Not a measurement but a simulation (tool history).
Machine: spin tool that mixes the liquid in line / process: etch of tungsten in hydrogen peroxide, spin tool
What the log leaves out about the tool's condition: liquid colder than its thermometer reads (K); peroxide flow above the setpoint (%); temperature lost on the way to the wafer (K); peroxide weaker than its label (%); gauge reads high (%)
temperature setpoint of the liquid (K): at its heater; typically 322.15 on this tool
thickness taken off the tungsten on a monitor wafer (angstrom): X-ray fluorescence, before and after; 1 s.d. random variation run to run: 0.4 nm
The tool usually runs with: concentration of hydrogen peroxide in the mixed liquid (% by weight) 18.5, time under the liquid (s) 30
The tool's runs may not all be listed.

run	hour	temperature setpoint of the liquid (K)	concentration of hydrogen peroxide in the mixed liquid (% by weight)	time under the liquid (s)	wafers since the last listed run	hours since the thermometer was replaced	hours since the peroxide flow meter was replaced	hours since the heated supply line was repaired	hours since the drum of peroxide was connected	hours since the gauge calibration	read-back film thickness of the tungsten reference wafer, read on the same gauge (nm)	thickness taken off the tungsten on a monitor wafer (angstrom)
1	0	319.65	14.5	30	0	896.9	627.5	3501.5	198.1	73.2	110	373.8
2	28.1	319.65	14.5	30	438	925	655.6	3529.6	226.2	101.3	110	379.7
3	47.4	319.65	14.5	30	300	944.3	674.9	3548.9	245.5	120.6	109.99	372.5
4	68.7	328.15	16	30	332	965.6	696.2	3570.2	266.8	141.9	110.02	658.4
5	92.4	328.15	16	30	369	989.3	719.9	3593.9	290.5	165.6	109.99	658.7
6	126.8	325.65	18.5	30	536	1023.7	754.3	3628.3	324.9	200	109.97	623.4
7	139	325.65	18.5	30	190	1035.9	766.5	3640.5	337.1	212.2	110.06	614
8	162	319.65	20	30	358	1058.9	789.5	3663.5	360.1	235.2	110	440.7
9	177	322.15	18.5	30	233	1073.9	804.5	3678.5	375.1	250.2	110.03	491.6
10	200.6	322.15	18.5	15	367	1097.5	828.1	3702.1	398.7	273.8	109.99	247.7
11	234.7	322.15	18.5	15	531	1131.6	862.2	3736.2	432.8	307.9	110.02	246.8
12	264.7	322.15	18.5	30	467	1161.6	892.2	3766.2	462.8	337.9	110.07	494.9
13	280.3	317.65	18.5	30	243	1177.2	907.8	3781.8	478.4	353.5	110.03	375.4
14	314.3	314.65	13	20	530	1211.2	941.8	3815.8	512.4	387.5	110.03	172.8
# hour 326.2: peroxide flow meter replaced
15	332.3	327.65	23	50	265	1229.2	6.1	3833.8	530.4	405.5	110.02	1301.6
16	366.5	322.15	18.5	50	533	1263.4	40.3	3868	564.6	439.7	109.99	826.1
17	386.6	322.15	14	20	313	1283.5	60.4	3888.1	584.7	459.8	109.98	288.3
18	401.9	317.15	18.5	30	238	1298.8	75.7	3903.4	600	475.1	109.99	359
19	422.9	314.65	16	30	327	1319.8	96.7	3924.4	621	496.1	110.02	282.2
# hour 428.2: new drum of peroxide connected
# hour 444.8: gauge calibrated
20	457.2	322.15	18.5	30	519	1354.1	131	3958.7	29	12.4	109.97	492.6
# hour 469.4: heated supply line repaired
# hour 473.3: thermometer replaced
21	473.9	322.15	18.5	30	229	0.6	147.7	4.5	45.7	29.1	109.98	492.3
22	499.4	316.65	23	15	397	26.1	173.2	30	71.2	54.6	110	192.5
23	512.6	313.65	15.5	30	205	39.3	186.4	43.2	84.4	67.8	109.94	266.7
24	536.5	322.15	18.5	30	372	63.2	210.3	67.1	108.3	91.7	110.01	498.9
25	561	322.15	15.5	30	381	87.7	234.8	91.6	132.8	116.2	110.04	455.5
26	595.1	315.65	18.5	30	531	121.8	268.9	125.7	166.9	150.3	110	333.3

What if the next run were any one of these 3? Each begins from the tool's condition after run 26:
A	595.5	322.15	13.5	30	6	122.2	269.3	126.1	167.3	150.7	?	?
B	595.5	328.15	16	45	6	122.2	269.3	126.1	167.3	150.7	?	?
C	595.5	322.15	23.5	30	6	122.2	269.3	126.1	167.3	150.7	?	?

run	read-back film thickness of the tungsten reference wafer, read on the same gauge (nm)	thickness taken off the tungsten on a monitor wafer (angstrom)
A	110.02	426.4
B	110.02	1000.3
C	110.02	562.6
Stripped of hidden state, with their random variation kept, the same runs would have yielded:
run	thickness taken off the tungsten on a monitor wafer (angstrom)
A	426.4
B	1000.3
C	562.6
